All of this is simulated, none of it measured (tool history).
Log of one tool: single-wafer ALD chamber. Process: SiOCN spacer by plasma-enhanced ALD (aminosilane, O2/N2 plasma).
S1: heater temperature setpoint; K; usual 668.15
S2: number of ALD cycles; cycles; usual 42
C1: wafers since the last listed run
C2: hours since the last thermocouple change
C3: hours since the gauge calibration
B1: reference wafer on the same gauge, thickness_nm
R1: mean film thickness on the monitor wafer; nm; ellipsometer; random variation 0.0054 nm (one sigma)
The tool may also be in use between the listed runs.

{"run": 1, "day": 0.0, "S1": 668.15, "S2": 36, "C1": 0, "C2": 2063.8, "C3": 189.6, "B1": 2.572, "R1": 1.859}
{"run": 2, "day": 0.358, "S1": 668.15, "S2": 36, "C1": 69, "C2": 2072.4, "C3": 198.2, "B1": 2.571, "R1": 1.856}
{"run": 3, "day": 0.654, "S1": 668.15, "S2": 36, "C1": 57, "C2": 2079.5, "C3": 205.3, "B1": 2.568, "R1": 1.85}
{"run": 4, "day": 1.221, "S1": 668.15, "S2": 42, "C1": 109, "C2": 2093.1, "C3": 218.9, "B1": 2.569, "R1": 2.182}
{"run": 5, "day": 1.667, "S1": 673.15, "S2": 42, "C1": 86, "C2": 2103.8, "C3": 229.6, "B1": 2.566, "R1": 2.168}
{"run": 6, "day": 1.925, "S1": 673.15, "S2": 42, "C1": 49, "C2": 2110.0, "C3": 235.8, "B1": 2.565, "R1": 2.167}
{"run": 7, "day": 2.533, "S1": 668.15, "S2": 42, "C1": 117, "C2": 2124.6, "C3": 250.4, "B1": 2.562, "R1": 2.166}
{"run": 8, "day": 3.083, "S1": 668.15, "S2": 42, "C1": 106, "C2": 2137.8, "C3": 263.6, "B1": 2.567, "R1": 2.161}
{"run": 9, "day": 3.471, "S1": 659.15, "S2": 42, "C1": 74, "C2": 2147.1, "C3": 272.9, "B1": 2.559, "R1": 2.163}
{"day": 3.925, "done": "thermocouple changed; heater temperature recalibrated"}
{"run": 10, "day": 4.183, "S1": 659.15, "S2": 42, "C1": 73, "C2": 6.2, "C3": 290.0, "B1": 2.56, "R1": 2.166}
{"run": 11, "day": 4.546, "S1": 679.15, "S2": 42, "C1": 69, "C2": 14.9, "C3": 298.7, "B1": 2.559, "R1": 2.115}
{"run": 12, "day": 5.138, "S1": 679.15, "S2": 42, "C1": 114, "C2": 29.1, "C3": 312.9, "B1": 2.556, "R1": 2.117}
{"day": 5.662, "done": "gauge calibrated"}
{"run": 13, "day": 5.742, "S1": 679.15, "S2": 42, "C1": 116, "C2": 43.6, "C3": 1.9, "B1": 2.581, "R1": 2.135}
{"run": 14, "day": 6.154, "S1": 668.15, "S2": 37, "C1": 79, "C2": 53.5, "C3": 11.8, "B1": 2.58, "R1": 1.918}
{"run": 15, "day": 6.792, "S1": 668.15, "S2": 42, "C1": 123, "C2": 68.8, "C3": 27.1, "B1": 2.579, "R1": 2.177}
{"run": 16, "day": 7.267, "S1": 678.15, "S2": 50, "C1": 91, "C2": 80.2, "C3": 38.5, "B1": 2.579, "R1": 2.54}
{"run": 17, "day": 7.604, "S1": 657.15, "S2": 39, "C1": 65, "C2": 88.3, "C3": 46.6, "B1": 2.579, "R1": 2.025}
{"run": 18, "day": 8.267, "S1": 673.15, "S2": 42, "C1": 127, "C2": 104.2, "C3": 62.5, "B1": 2.575, "R1": 2.165}
{"run": 19, "day": 8.95, "S1": 655.15, "S2": 36, "C1": 131, "C2": 120.6, "C3": 78.9, "B1": 2.577, "R1": 1.86}
{"run": 20, "day": 9.571, "S1": 674.15, "S2": 37, "C1": 119, "C2": 135.5, "C3": 93.8, "B1": 2.579, "R1": 1.902}
{"run": 21, "day": 10.171, "S1": 668.15, "S2": 42, "C1": 115, "C2": 149.9, "C3": 108.2, "B1": 2.577, "R1": 2.173}
{"run": 22, "day": 10.492, "S1": 655.15, "S2": 35, "C1": 61, "C2": 157.6, "C3": 115.9, "B1": 2.575, "R1": 1.807}
{"run": 23, "day": 11.092, "S1": 661.15, "S2": 40, "C1": 115, "C2": 172.0, "C3": 130.3, "B1": 2.578, "R1": 2.067}
{"run": 24, "day": 11.479, "S1": 668.15, "S2": 42, "C1": 74, "C2": 181.3, "C3": 139.6, "B1": 2.575, "R1": 2.174}
{"run": 25, "day": 11.917, "S1": 664.15, "S2": 35, "C1": 84, "C2": 191.8, "C3": 150.1, "B1": 2.577, "R1": 1.82}
{"run": 26, "day": 12.579, "S1": 668.15, "S2": 36, "C1": 127, "C2": 207.7, "C3": 166.0, "B1": 2.573, "R1": 1.868}

How the hidden state differs across the entries between the runs, from the last listed run before each to the first after it:
Between runs 9 and 10: thermocouple changed; heater temperature recalibrated (day 3.925)
  gauge reads high (%): -0.688 -> -0.78
  measured less the result without the state, R1: -0.015 -> -0.017 nm
Between runs 12 and 13: gauge calibrated (day 5.662)
  gauge reads high (%): -0.911 -> -0.00461
  measured less the result without the state, R1: -0.019 -> +0.000 nm
